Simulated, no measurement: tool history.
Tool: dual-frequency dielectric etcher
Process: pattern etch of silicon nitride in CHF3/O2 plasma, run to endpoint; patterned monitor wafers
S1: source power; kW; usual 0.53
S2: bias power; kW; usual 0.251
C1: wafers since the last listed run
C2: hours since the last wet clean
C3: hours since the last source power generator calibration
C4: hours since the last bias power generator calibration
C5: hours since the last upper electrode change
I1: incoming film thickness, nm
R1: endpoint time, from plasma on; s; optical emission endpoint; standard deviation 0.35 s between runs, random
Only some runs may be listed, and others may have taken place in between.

run 1 hour=0 | S1=0.59 S2=0.251 | C1=0 C2=265.4 C3=2918.1 C4=2098 C5=4546.5 | I1=70.3 | R1=47.7
run 2 hour=14.9 | S1=0.59 S2=0.251 | C1=227 C2=280.3 C3=2933 C4=2112.9 C5=4561.4 | I1=70.5 | R1=48.4
run 3 hour=24.4 | S1=0.58 S2=0.251 | C1=145 C2=289.8 C3=2942.5 C4=2122.4 C5=4570.9 | I1=70.2 | R1=48
run 4 hour=38.3 | S1=0.53 S2=0.251 | C1=212 C2=303.7 C3=2956.4 C4=2136.3 C5=4584.8 | I1=70.2 | R1=50.5
run 5 hour=50.5 | S1=0.53 S2=0.251 | C1=186 C2=315.9 C3=2968.6 C4=2148.5 C5=4597 | I1=70.6 | R1=50.3
run 6 hour=62.3 | S1=0.44 S2=0.251 | C1=180 C2=327.7 C3=2980.4 C4=2160.3 C5=4608.8 | I1=71.3 | R1=55.4
run 7 hour=71.5 | S1=0.44 S2=0.251 | C1=140 C2=336.9 C3=2989.6 C4=2169.5 C5=4618 | I1=70.7 | R1=55.2
run 8 hour=79.8 | S1=0.43 S2=0.219 | C1=126 C2=345.2 C3=2997.9 C4=2177.8 C5=4626.3 | I1=70.7 | R1=58.7
run 9 hour=93 | S1=0.43 S2=0.219 | C1=201 C2=358.4 C3=3011.1 C4=2191 C5=4639.5 | I1=70 | R1=58
run 10 hour=102.4 | S1=0.53 S2=0.251 | C1=143 C2=367.8 C3=3020.5 C4=2200.4 C5=4648.9 | I1=70.9 | R1=50.2
run 11 hour=108.9 | S1=0.53 S2=0.251 | C1=99 C2=374.3 C3=3027 C4=2206.9 C5=4655.4 | I1=69.7 | R1=50.1
run 12 hour=124.2 | S1=0.53 S2=0.251 | C1=233 C2=389.6 C3=3042.3 C4=2222.2 C5=4670.7 | I1=70.4 | R1=50
-- hour=187.3 upper electrode replaced, of another model than before
run 13 hour=187.8 | S1=0.53 S2=0.251 | C1=605 C2=453.2 C3=3105.9 C4=2285.8 C5=0.5 | I1=70.8 | R1=49.4
run 14 hour=188.1 | S1=0.53 S2=0.251 | C1=4 C2=453.5 C3=3106.2 C4=2286.1 C5=0.8 | I1=70.6 | R1=50.3
run 15 hour=193.5 | S1=0.63 S2=0.251 | C1=82 C2=458.9 C3=3111.6 C4=2291.5 C5=6.2 | I1=70.7 | R1=44.9
run 16 hour=207.4 | S1=0.53 S2=0.251 | C1=212 C2=472.8 C3=3125.5 C4=2305.4 C5=20.1 | I1=70.3 | R1=49.2
run 17 hour=214.1 | S1=0.45 S2=0.234 | C1=102 C2=479.5 C3=3132.2 C4=2312.1 C5=26.8 | I1=69.9 | R1=56.4
run 18 hour=256.8 | S1=0.43 S2=0.214 | C1=652 C2=522.2 C3=3174.9 C4=2354.8 C5=69.5 | I1=70.2 | R1=59.3
run 19 hour=268.6 | S1=0.42 S2=0.298 | C1=180 C2=534 C3=3186.7 C4=2366.6 C5=81.3 | I1=71.4 | R1=55.9
-- hour=296.2 wet clean of the chamber
-- hour=296.3 bias power generator calibrated
run 20 hour=296.7 | S1=0.58 S2=0.286 | C1=60 C2=0.5 C3=3214.8 C4=0.4 C5=109.4 | I1=70 | R1=47.5
run 21 hour=297 | S1=0.53 S2=0.224 | C1=4 C2=0.8 C3=3215.1 C4=0.7 C5=109.7 | I1=69.9 | R1=53.4
-- hour=311 source power generator calibrated
run 22 hour=311.5 | S1=0.53 S2=0.251 | C1=160 C2=15.3 C3=0.5 C4=15.2 C5=124.2 | I1=70.3 | R1=51.3
run 23 hour=315.9 | S1=0.57 S2=0.287 | C1=67 C2=19.7 C3=4.9 C4=19.6 C5=128.6 | I1=69.9 | R1=47.4
run 24 hour=322.4 | S1=0.63 S2=0.313 | C1=99 C2=26.2 C3=11.4 C4=26.1 C5=135.1 | I1=71.1 | R1=44.2
run 25 hour=336.7 | S1=0.53 S2=0.251 | C1=218 C2=40.5 C3=25.7 C4=40.4 C5=149.4 | I1=70.1 | R1=51.7
run 26 hour=351.8 | S1=0.48 S2=0.251 | C1=230 C2=55.6 C3=40.8 C4=55.5 C5=164.5 | I1=71 | R1=55.5
run 27 hour=361.1 | S1=0.53 S2=0.251 | C1=142 C2=64.9 C3=50.1 C4=64.8 C5=173.8 | I1=70.4 | R1=51.3
run 28 hour=369.6 | S1=0.53 S2=0.251 | C1=129 C2=73.4 C3=58.6 C4=73.3 C5=182.3 | I1=70.5 | R1=52.2
run 29 hour=385.4 | S1=0.6 S2=0.293 | C1=241 C2=89.2 C3=74.4 C4=89.1 C5=198.1 | I1=70.7 | R1=45.9
run 30 hour=397.3 | S1=0.47 S2=0.215 | C1=181 C2=101.1 C3=86.3 C4=101 C5=210 | I1=71.1 | R1=58.6

Some steps in R1, run to run, broken into two amounts with sign: the step expected even without the hidden condition (settings, incoming material, random variation), and the rest, left for the hidden condition together with whatever gauge scatter is not in both the measured and the hidden-condition-free result:
What the log doesn't record here: etch rate over this chamber's usual, %; source power that arrives over what is set, %; bias power that arrives over what is set, %.
Run 9 -> 10: S1 0.43 -> 0.53, S2 0.219 -> 0.251. R1 -7.8 s: hidden state +0.1, all else -7.9.
Run 16 -> 17: S1 0.53 -> 0.45, S2 0.251 -> 0.234. R1 +7.2 s: hidden state -0.4, all else +7.6.
Run 17 -> 18: S1 0.45 -> 0.43, S2 0.234 -> 0.214. R1 +2.9 s: hidden state -0.3, all else +3.2.
Run 19 -> 20: S1 0.42 -> 0.58, S2 0.298 -> 0.286, wet clean of the chamber, bias power generator calibrated. R1 -8.4 s: hidden state +2.6, all else -11.
Run 29 -> 30: S1 0.6 -> 0.47, S2 0.293 -> 0.215. R1 +12.7 s: hidden state -0.1, all else +12.8.

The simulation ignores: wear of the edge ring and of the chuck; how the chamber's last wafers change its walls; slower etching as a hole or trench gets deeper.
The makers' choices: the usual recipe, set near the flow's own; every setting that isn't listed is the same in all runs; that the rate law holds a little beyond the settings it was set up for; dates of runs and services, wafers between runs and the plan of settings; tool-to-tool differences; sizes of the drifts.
